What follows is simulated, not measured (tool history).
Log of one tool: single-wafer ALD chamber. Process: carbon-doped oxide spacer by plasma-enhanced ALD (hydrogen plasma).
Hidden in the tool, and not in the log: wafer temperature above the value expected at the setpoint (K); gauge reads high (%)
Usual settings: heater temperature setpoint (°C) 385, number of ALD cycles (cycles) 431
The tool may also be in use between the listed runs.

run   hour  heater temperature setpoint (°C)  number of ALD cycles (cycles)  wafers since the last listed run  hours since the last thermocouple change  hours since the gauge calibration  read-back reference wafer on the same gauge, thickness_nm  mean film thickness on the monitor wafer (nm)
  1      0                               385                            431                                 0                                    1546.7                               80.5                                                     21.285                                         20.425
  2   13.1                               385                            431                                 9                                    1559.8                               93.6                                                     21.301                                         20.455
  3   24.7                               385                            431                                 8                                    1571.4                              105.2                                                     21.317                                         20.529
  4   32.5                               385                            431                                 5                                    1579.2                                113                                                     21.326                                         20.545
  5   44.4                               388                            404                                 8                                    1591.1                              124.9                                                      21.35                                         19.306
  6   59.3                               385                            366                                10                                      1606                              139.8                                                     21.362                                         17.337
  7   68.2                               385                            366                                 6                                    1614.9                              148.7                                                      21.36                                         17.378
  8   74.7                               385                            366                                 4                                    1621.4                              155.2                                                     21.373                                          17.43
  9   89.3                               385                            454                                10                                      1636                              169.8                                                     21.382                                         21.723
 10   98.4                               385                            454                                 6                                    1645.1                              178.9                                                     21.384                                         21.665
 11  114.3                               385                            431                                11                                      1661                              194.8                                                     21.412                                         20.531
 12  124.9                               385                            431                                 7                                    1671.6                              205.4                                                     21.406                                         20.589
 13  131.1                               385                            431                                 4                                    1677.8                              211.6                                                     21.418                                         20.596
 14  138.4                               385                            431                                 5                                    1685.1                              218.9                                                     21.416                                         20.567
 15  185.3                               385                            431                                32                                      1732                              265.8                                                     21.432                                         20.604
 16  201.7                               385                            431                                11                                    1748.4                              282.2                                                     21.431                                         20.663
 17  218.6                               374                            431                                11                                    1765.3                              299.1                                                     21.445                                         20.616
 18  235.9                               374                            431                                12                                    1782.6                              316.4                                                     21.442                                         20.578
     255.3  -- thermocouple changed; heater temperature recalibrated
 19  255.8                               385                            456                                 8                                       0.5                              336.3                                                     21.441                                         21.779
 20    258                               385                            456                                 1                                       2.7                              338.5                                                     21.446                                         21.818
 21  267.2                               385                            431                                 6                                      11.9                              347.7                                                     21.461                                         20.697
       277  -- gauge calibrated
 22  284.4                               396                            351                                11                                      29.1                                7.4                                                     21.151                                         16.588
 23  296.6                               395                            471                                 8                                      41.3                               19.6                                                     21.197                                         22.273
 24  311.7                               400                            500                                10                                      56.4                               34.7                                                     21.221                                         23.563
 25  320.1                               380                            498                                 5                                      64.8                               43.1                                                      21.24                                         23.593

Forecast run 26:
 26  332.4                               391                            515                                 8                                      77.1                               55.4                                                          ?                                              ?

{"run 26": {"read-back reference wafer on the same gauge, thickness_nm": 21.269, "mean film thickness on the monitor wafer (nm)": 24.439}}
Without the tool's hidden state the same run would have given mean film thickness on the monitor wafer (nm) 24.254.
